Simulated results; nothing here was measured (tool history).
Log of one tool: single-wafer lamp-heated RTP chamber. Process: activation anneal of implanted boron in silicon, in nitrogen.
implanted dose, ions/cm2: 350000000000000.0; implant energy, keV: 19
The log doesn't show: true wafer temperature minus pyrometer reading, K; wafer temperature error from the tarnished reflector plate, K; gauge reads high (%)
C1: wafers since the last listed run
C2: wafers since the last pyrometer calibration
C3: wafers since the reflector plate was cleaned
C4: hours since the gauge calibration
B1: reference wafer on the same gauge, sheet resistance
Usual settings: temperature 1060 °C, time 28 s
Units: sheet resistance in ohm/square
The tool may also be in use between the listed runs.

run 1 hour=0 | temperature=1060 time=18 | C1=0 C2=1286 C3=9115 C4=570.1 | B1=277.75 | sheet_resistance=290.24
run 2 hour=60.4 | temperature=1060 time=18 | C1=1195 C2=2482 C3=10311 C4=630.5 | B1=277.64 | sheet_resistance=289.3
run 3 hour=126.7 | temperature=1083 time=40 | C1=1312 C2=3795 C3=11624 C4=696.8 | B1=277.75 | sheet_resistance=284.8
-- hour=161.2 reflector plate cleaned
run 4 hour=190.1 | temperature=1083 time=40 | C1=1096 C2=4892 C3=571 C4=760.2 | B1=277.93 | sheet_resistance=286.18
run 5 hour=262 | temperature=1060 time=28 | C1=1423 C2=6315 C3=1995 C4=832.1 | B1=278.05 | sheet_resistance=288.05
-- hour=289.7 pyrometer window cleaned and pyrometer calibrated
run 6 hour=312.4 | temperature=1060 time=20 | C1=839 C2=450 C3=2835 C4=882.5 | B1=278.04 | sheet_resistance=288.74
run 7 hour=351.7 | temperature=1060 time=20 | C1=778 C2=1228 C3=3613 C4=921.8 | B1=278.1 | sheet_resistance=289.35
run 8 hour=394 | temperature=1060 time=28 | C1=837 C2=2066 C3=4450 C4=964.1 | B1=278.16 | sheet_resistance=288.6
run 9 hour=485.9 | temperature=1060 time=28 | C1=1819 C2=3885 C3=6270 C4=1056 | B1=278.15 | sheet_resistance=288.98
run 10 hour=539.2 | temperature=1060 time=28 | C1=1055 C2=4941 C3=7325 C4=1109.3 | B1=278.08 | sheet_resistance=288.7
run 11 hour=568.5 | temperature=1049 time=28 | C1=580 C2=5521 C3=7906 C4=1138.6 | B1=278.01 | sheet_resistance=288.59
-- hour=625.9 pyrometer window cleaned and pyrometer calibrated
run 12 hour=626.4 | temperature=1049 time=28 | C1=988 C2=10 C3=8894 C4=1196.5 | B1=278.19 | sheet_resistance=288.5
-- hour=653.9 gauge calibrated
run 13 hour=693.5 | temperature=1049 time=28 | C1=1328 C2=1339 C3=10222 C4=39.6 | B1=275.86 | sheet_resistance=287.02
run 14 hour=745.2 | temperature=1060 time=28 | C1=1023 C2=2363 C3=11246 C4=91.3 | B1=276.28 | sheet_resistance=286.4
-- hour=757.5 reflector plate cleaned
run 15 hour=780.2 | temperature=1060 time=28 | C1=534 C2=2897 C3=449 C4=126.3 | B1=276.2 | sheet_resistance=286.51
run 16 hour=822.4 | temperature=1060 time=41 | C1=835 C2=3733 C3=1284 C4=168.5 | B1=276.55 | sheet_resistance=285.34
run 17 hour=856.5 | temperature=1060 time=28 | C1=675 C2=4408 C3=1960 C4=202.6 | B1=276.65 | sheet_resistance=286.36
run 18 hour=927.9 | temperature=1083 time=24 | C1=1413 C2=5822 C3=3373 C4=274 | B1=276.61 | sheet_resistance=286.62
-- hour=976 pyrometer window cleaned and pyrometer calibrated
run 19 hour=976.5 | temperature=1031 time=33 | C1=803 C2=10 C3=4177 C4=322.6 | B1=277.05 | sheet_resistance=288.88
run 20 hour=1025.7 | temperature=1060 time=28 | C1=974 C2=984 C3=5151 C4=371.8 | B1=276.87 | sheet_resistance=287.48
run 21 hour=1056.3 | temperature=1060 time=41 | C1=605 C2=1590 C3=5757 C4=402.4 | B1=277.03 | sheet_resistance=285.84
run 22 hour=1093.2 | temperature=1036 time=28 | C1=730 C2=2321 C3=6488 C4=439.3 | B1=277.04 | sheet_resistance=288.19
run 23 hour=1126.8 | temperature=1083 time=18 | C1=665 C2=2986 C3=7153 C4=472.9 | B1=277.15 | sheet_resistance=287.71
run 24 hour=1154.8 | temperature=1082 time=28 | C1=554 C2=3540 C3=7708 C4=500.9 | B1=277.17 | sheet_resistance=286.07
run 25 hour=1217.6 | temperature=1072 time=28 | C1=1243 C2=4784 C3=8951 C4=563.7 | B1=277.32 | sheet_resistance=287.31
-- hour=1249.4 pyrometer window cleaned and pyrometer calibrated
run 26 hour=1267.5 | temperature=1046 time=40 | C1=829 C2=358 C3=9781 C4=613.6 | B1=277.4 | sheet_resistance=287.42
run 27 hour=1300.2 | temperature=1046 time=44 | C1=647 C2=1005 C3=10428 C4=646.3 | B1=277.13 | sheet_resistance=288.02
run 28 hour=1363.4 | temperature=1060 time=28 | C1=1251 C2=2257 C3=11680 C4=709.5 | B1=277.38 | sheet_resistance=287.54
run 29 hour=1422.8 | temperature=1077 time=44 | C1=1176 C2=3433 C3=12856 C4=768.9 | B1=277.5 | sheet_resistance=285.13
-- hour=1456 reflector plate cleaned
run 30 hour=1461.7 | temperature=1034 time=15 | C1=611 C2=4045 C3=112 C4=807.8 | B1=277.58 | sheet_resistance=291.5
run 31 hour=1515.7 | temperature=1085 time=14 | C1=1069 C2=5114 C3=1181 C4=861.8 | B1=277.56 | sheet_resistance=288.63
-- hour=1537.9 pyrometer window cleaned and pyrometer calibrated
run 32 hour=1566 | temperature=1081 time=39 | C1=837 C2=556 C3=2019 C4=912.1 | B1=277.64 | sheet_resistance=285.02

3 ways to go on from here, each from the tool as it stands after run 32. What would each give?
run A hour=1566.4 | temperature=1060 time=28 | C1=7 C2=564 C3=2027 C4=912.5 | B1=? | sheet_resistance=?
run B hour=1566.4 | temperature=1048 time=28 | C1=7 C2=564 C3=2027 C4=912.5 | B1=? | sheet_resistance=?
run C hour=1566.4 | temperature=1047 time=28 | C1=7 C2=564 C3=2027 C4=912.5 | B1=? | sheet_resistance=?

run=A B1=277.68 sheet_resistance=287.94
run=B B1=277.68 sheet_resistance=288.73
run=C B1=277.68 sheet_resistance=288.8
Without the tool's hidden state the same runs would have given:
run=A sheet_resistance=286.28
run=B sheet_resistance=287.06
run=C sheet_resistance=287.13

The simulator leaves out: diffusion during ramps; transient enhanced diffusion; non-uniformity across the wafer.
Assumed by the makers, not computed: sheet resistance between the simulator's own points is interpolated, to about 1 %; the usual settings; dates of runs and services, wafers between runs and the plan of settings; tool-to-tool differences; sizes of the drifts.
